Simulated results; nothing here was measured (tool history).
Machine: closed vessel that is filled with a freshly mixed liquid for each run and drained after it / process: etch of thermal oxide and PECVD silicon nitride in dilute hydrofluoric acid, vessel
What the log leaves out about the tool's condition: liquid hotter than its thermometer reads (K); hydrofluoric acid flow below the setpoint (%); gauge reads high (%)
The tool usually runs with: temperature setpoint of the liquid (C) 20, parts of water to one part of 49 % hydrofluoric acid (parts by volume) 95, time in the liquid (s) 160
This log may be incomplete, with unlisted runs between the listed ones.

run   hour  temperature setpoint of the liquid (C)  parts of water to one part of 49 % hydrofluoric acid (parts by volume)  time in the liquid (s)  wafers since the last listed run  hours since the thermometer was replaced  hours since the hydrofluoric acid flow meter was replaced  hours since the gauge calibration  read-back film thickness of the thermal oxide reference wafer, read on the same gauge (nm)  read-back film thickness of the PECVD silicon nitride reference wafer, read on the same gauge (nm)  thickness taken off the thermal oxide on a monitor wafer (nm)  thickness taken off the PECVD silicon nitride on a monitor wafer (nm)
  1      0                                      20                                                                      95                     160                                 0                                    2992.3                                                      218.7                             1270.4                                                                                      114.29                                                                                              93.524                                                           6.82                                                                  2.019
  2   23.5                                      20                                                                      95                     160                              2940                                    3015.8                                                      242.2                             1293.9                                                                                      114.49                                                                                              93.644                                                           6.91                                                                   2.01
  3     38                                      20                                                                      95                     160                              1814                                    3030.3                                                      256.7                             1308.4                                                                                      114.55                                                                                              93.744                                                            6.9                                                                  2.046
  4   51.7                                    17.5                                                                      95                     200                              1714                                      3044                                                      270.4                             1322.1                                                                                      114.77                                                                                              93.848                                                           7.86                                                                  2.178
  5   74.5                                    21.5                                                                      65                     240                              2852                                    3066.8                                                      293.2                             1344.9                                                                                      114.83                                                                                              93.995                                                           16.8                                                                  4.919
  6  102.8                                      20                                                                      95                     160                              3541                                    3095.1                                                      321.5                             1373.2                                                                                      115.12                                                                                              94.217                                                           6.87                                                                  2.042
  7  137.2                                      20                                                                      95                     160                              4304                                    3129.5                                                      355.9                             1407.6                                                                                      115.38                                                                                              94.429                                                           6.94                                                                  2.041
  8  157.2                                      20                                                                      95                     160                              2502                                    3149.5                                                      375.9                             1427.6                                                                                       115.6                                                                                              94.565                                                           6.91                                                                  2.064
     173.3  -- gauge calibrated
  9  181.7                                    22.5                                                                      65                     230                              3065                                      3174                                                      400.4                                8.4                                                                                         111                                                                                               90.82                                                          16.12                                                                   4.85
     192.9  -- thermometer replaced
 10  201.7                                    24.5                                                                      95                     160                              2377                                       8.8                                                      420.4                               28.4                                                                                      110.97                                                                                              90.818                                                           8.03                                                                  2.712
 11  214.6                                    23.5                                                                     125                      75                              1614                                      21.7                                                      433.3                               41.3                                                                                         111                                                                                              90.836                                                           2.68                                                                  0.907
 12  227.8                                      20                                                                      95                     160                              1651                                      34.9                                                      446.5                               54.5                                                                                      110.97                                                                                              90.825                                                           6.68                                                                  1.959
 13  251.7                                      20                                                                      95                     160                              2990                                      58.8                                                      470.4                               78.4                                                                                      111.06                                                                                              90.841                                                           6.67                                                                  1.963
 14  266.2                                      24                                                                      95                     215                              1814                                      73.3                                                      484.9                               92.9                                                                                         111                                                                                              90.815                                                          10.67                                                                  3.483
 15  287.4                                      20                                                                      95                     105                              2652                                      94.5                                                      506.1                              114.1                                                                                      111.09                                                                                              90.856                                                           4.38                                                                  1.299
 16  314.9                                    23.5                                                                      95                     225                              3440                                       122                                                      533.6                              141.6                                                                                      111.04                                                                                              90.867                                                          10.71                                                                   3.61
 17  330.4                                    18.5                                                                      80                     160                              1939                                     137.5                                                      549.1                              157.1                                                                                      111.14                                                                                              90.877                                                           7.58                                                                  2.116
 18    372                                      18                                                                      65                     160                              5205                                     179.1                                                      590.7                              198.7                                                                                      111.09                                                                                              90.922                                                           9.42                                                                  2.539
     377.6  -- hydrofluoric acid flow meter replaced
 19  434.4                                      20                                                                      75                     160                              7682                                     241.5                                                       56.8                              261.1                                                                                      111.19                                                                                              90.983                                                           8.76                                                                  2.503
 20  448.8                                      20                                                                      60                     160                              1801                                     255.9                                                       71.2                              275.5                                                                                      111.24                                                                                              91.006                                                          11.03                                                                  3.089
 21  469.5                                    23.5                                                                     135                     215                              2590                                     276.6                                                       91.9                              296.2                                                                                      111.26                                                                                              91.043                                                           6.95                                                                  2.395
 22  499.8                                    17.5                                                                      50                     160                              3791                                     306.9                                                      122.2                              326.5                                                                                      111.33                                                                                              91.084                                                          11.96                                                                  3.155
 23  520.5                                      20                                                                      95                     160                              2590                                     327.6                                                      142.9                              347.2                                                                                      111.34                                                                                              91.142                                                           6.68                                                                  1.982
 24  555.5                                      20                                                                      95                     160                              4379                                     362.6                                                      177.9                              382.2                                                                                      111.44                                                                                              91.204                                                           6.74                                                                  1.986
 25  574.5                                      20                                                                      95                     160                              2377                                     381.6                                                      196.9                              401.2                                                                                      111.53                                                                                               91.23                                                           6.76                                                                  1.958
 26  594.5                                      20                                                                      95                     220                              2502                                     401.6                                                      216.9                              421.2                                                                                      111.54                                                                                              91.271                                                           9.29                                                                  2.756

Selected run-to-run steps in thickness taken off the thermal oxide on a monitor wafer (nm), each split into two signed amounts: the part the tool would show with no hidden state at all (from settings, incoming material and random variation), and the remainder, which goes to the hidden state together with any gauge scatter not common to the measured and the hidden-state-free results:
Run 4 -> 5: temperature setpoint of the liquid (C) 17.5 -> 21.5, parts of water to one part of 49 % hydrofluoric acid (parts by volume) 95 -> 65, time in the liquid (s) 200 -> 240. thickness taken off the thermal oxide on a monitor wafer (nm) +8.94: hidden state +0.4, all else +8.54.
Run 5 -> 6: temperature setpoint of the liquid (C) 21.5 -> 20, parts of water to one part of 49 % hydrofluoric acid (parts by volume) 65 -> 95, time in the liquid (s) 240 -> 160. thickness taken off the thermal oxide on a monitor wafer (nm) -9.93: hidden state -0.42, all else -9.51.
Run 8 -> 9: temperature setpoint of the liquid (C) 20 -> 22.5, parts of water to one part of 49 % hydrofluoric acid (parts by volume) 95 -> 65, time in the liquid (s) 160 -> 230, gauge calibrated. thickness taken off the thermal oxide on a monitor wafer (nm) +9.21: hidden state -0.18, all else +9.39.

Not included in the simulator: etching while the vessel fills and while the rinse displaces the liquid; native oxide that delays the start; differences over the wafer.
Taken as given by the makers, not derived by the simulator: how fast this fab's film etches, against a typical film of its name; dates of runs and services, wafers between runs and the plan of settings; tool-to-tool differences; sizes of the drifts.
